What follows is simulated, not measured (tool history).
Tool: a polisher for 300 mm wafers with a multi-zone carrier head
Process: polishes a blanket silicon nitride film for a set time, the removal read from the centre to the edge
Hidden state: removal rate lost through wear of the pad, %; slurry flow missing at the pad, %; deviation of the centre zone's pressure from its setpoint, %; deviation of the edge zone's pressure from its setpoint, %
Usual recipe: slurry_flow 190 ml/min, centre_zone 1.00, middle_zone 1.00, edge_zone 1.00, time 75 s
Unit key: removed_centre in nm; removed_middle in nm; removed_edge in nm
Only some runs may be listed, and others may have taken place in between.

| run | hour | slurry_flow | centre_zone | middle_zone | edge_zone | time | wafers since the last listed run | wafers polished on this pad | hours since the slurry nozzle was cleaned | hours since the centre zone pressure was calibrated | hours since the edge zone pressure was calibrated | hours since the carrier head's membrane was replaced | incoming thickness of the incoming film, nm | removed_centre | removed_middle | removed_edge |
|---|---|---|---|---|---|---|---|---|---|---|---|---|---|---|---|---|
| 1 | 0.0 | 190 | 1.00 | 1.00 | 1.00 | 68 | 0 | 1314 | 130.0 | 298.7 | 221.1 | 288.7 | 672.0 | 70.3 | 69.9 | 70.2 |
|  | 31.2 | worn pad replaced by a new one |
| 2 | 45.0 | 190 | 1.00 | 1.00 | 1.00 | 68 | 420 | 141 | 175.0 | 343.7 | 266.1 | 333.7 | 692.9 | 74.2 | 72.5 | 75.1 |
| 3 | 79.0 | 190 | 1.00 | 1.00 | 1.00 | 75 | 348 | 489 | 209.0 | 377.7 | 300.1 | 367.7 | 677.3 | 80.1 | 79.8 | 81.5 |
| 4 | 122.0 | 190 | 1.00 | 1.00 | 1.00 | 75 | 440 | 930 | 252.0 | 420.7 | 343.1 | 410.7 | 686.3 | 79.7 | 77.1 | 80.5 |
|  | 178.8 | slurry nozzle cleaned |
|  | 180.4 | carrier head's membrane replaced by a new one |
|  | 188.4 | worn pad replaced by a new one |
| 5 | 193.2 | 190 | 1.00 | 1.00 | 1.00 | 75 | 662 | 49 | 14.4 | 491.9 | 414.3 | 12.8 | 688.0 | 86.4 | 85.2 | 86.4 |
| 6 | 246.0 | 190 | 0.95 | 1.00 | 1.00 | 75 | 541 | 590 | 67.2 | 544.7 | 467.1 | 65.6 | 693.1 | 79.6 | 82.5 | 84.7 |
| 7 | 286.4 | 190 | 0.95 | 1.00 | 1.00 | 75 | 414 | 1004 | 107.6 | 585.1 | 507.5 | 106.0 | 679.8 | 76.3 | 80.3 | 82.1 |
| 8 | 344.2 | 190 | 0.95 | 1.00 | 1.00 | 75 | 592 | 1596 | 165.4 | 642.9 | 565.3 | 163.8 | 682.2 | 73.0 | 76.2 | 77.9 |
|  | 357.6 | worn pad replaced by a new one |
| 9 | 390.6 | 190 | 1.00 | 1.00 | 1.05 | 75 | 434 | 338 | 211.8 | 689.3 | 611.7 | 210.2 | 693.6 | 82.0 | 79.5 | 82.3 |
| 10 | 455.7 | 215 | 1.00 | 1.00 | 1.00 | 75 | 667 | 1005 | 276.9 | 754.4 | 676.8 | 275.3 | 688.5 | 79.8 | 79.2 | 81.5 |
|  | 464.5 | edge zone pressure recalibrated |
|  | 497.7 | slurry nozzle cleaned |
| 11 | 498.2 | 190 | 1.00 | 1.00 | 1.00 | 75 | 404 | 1410 | 0.5 | 796.9 | 33.7 | 317.8 | 670.6 | 82.4 | 80.9 | 82.0 |
|  | 518.2 | worn pad replaced by a new one |
| 12 | 553.1 | 190 | 1.00 | 0.96 | 1.00 | 58 | 521 | 357 | 55.4 | 851.8 | 88.6 | 372.7 | 680.6 | 65.0 | 61.9 | 64.7 |
| 13 | 580.7 | 190 | 1.00 | 1.06 | 1.00 | 75 | 282 | 640 | 83.0 | 879.4 | 116.2 | 400.3 | 673.5 | 83.4 | 85.5 | 82.8 |
|  | 586.2 | centre zone pressure recalibrated |
|  | 651.3 | carrier head's membrane replaced by a new one |
|  | 673.3 | worn pad replaced by a new one |
| 14 | 674.5 | 190 | 1.00 | 1.00 | 1.07 | 93 | 848 | 12 | 176.8 | 88.3 | 210.0 | 23.2 | 671.3 | 99.9 | 100.2 | 104.8 |
| 15 | 698.9 | 205 | 1.10 | 1.07 | 1.09 | 75 | 250 | 262 | 201.2 | 112.7 | 234.4 | 47.6 | 686.0 | 91.6 | 85.9 | 84.8 |
| 16 | 731.0 | 190 | 1.00 | 0.96 | 1.00 | 58 | 328 | 591 | 233.3 | 144.8 | 266.5 | 79.7 | 689.6 | 62.0 | 59.1 | 62.6 |
| 17 | 780.2 | 190 | 0.93 | 1.00 | 1.00 | 75 | 504 | 1095 | 282.5 | 194.0 | 315.7 | 128.9 | 686.6 | 72.7 | 76.7 | 78.9 |
|  | 807.1 | slurry nozzle cleaned |
| 18 | 816.5 | 190 | 1.00 | 1.07 | 1.00 | 94 | 361 | 1457 | 9.4 | 230.3 | 352.0 | 165.2 | 674.9 | 101.8 | 107.5 | 102.3 |
|  | 835.4 | worn pad replaced by a new one |
| 19 | 871.1 | 245 | 1.00 | 1.00 | 0.95 | 75 | 518 | 365 | 64.0 | 284.9 | 406.6 | 219.8 | 693.8 | 88.8 | 87.1 | 85.5 |

Branching from run 19: 4 alternative next runs. What would each branch give?
| A | 871.5 | 190 | 1.00 | 1.00 | 1.00 | 94 | 4 | 369 | 64.4 | 285.3 | 407.0 | 220.2 | 676.9 | ? | ? | ? |
| B | 871.5 | 190 | 1.00 | 0.90 | 1.00 | 75 | 4 | 369 | 64.4 | 285.3 | 407.0 | 220.2 | 676.9 | ? | ? | ? |
| C | 871.5 | 215 | 0.97 | 1.09 | 0.89 | 75 | 4 | 369 | 64.4 | 285.3 | 407.0 | 220.2 | 676.9 | ? | ? | ? |
| D | 871.5 | 190 | 0.93 | 1.00 | 0.95 | 101 | 4 | 369 | 64.4 | 285.3 | 407.0 | 220.2 | 676.9 | ? | ? | ? |

| run | removed_centre | removed_middle | removed_edge |
|---|---|---|---|
| A | 105.0 | 106.0 | 105.4 |
| B | 83.8 | 77.4 | 84.2 |
| C | 83.3 | 93.0 | 81.4 |
| D | 104.9 | 113.9 | 110.9 |
With the hidden condition removed and each run's random variation left untouched, the same runs would have given:
| run | removed_centre | removed_middle | removed_edge |
|---|---|---|---|
| A | 109.9 | 110.4 | 108.9 |
| B | 87.6 | 80.7 | 87.0 |
| C | 86.8 | 96.6 | 83.9 |
| D | 109.8 | 118.7 | 114.6 |
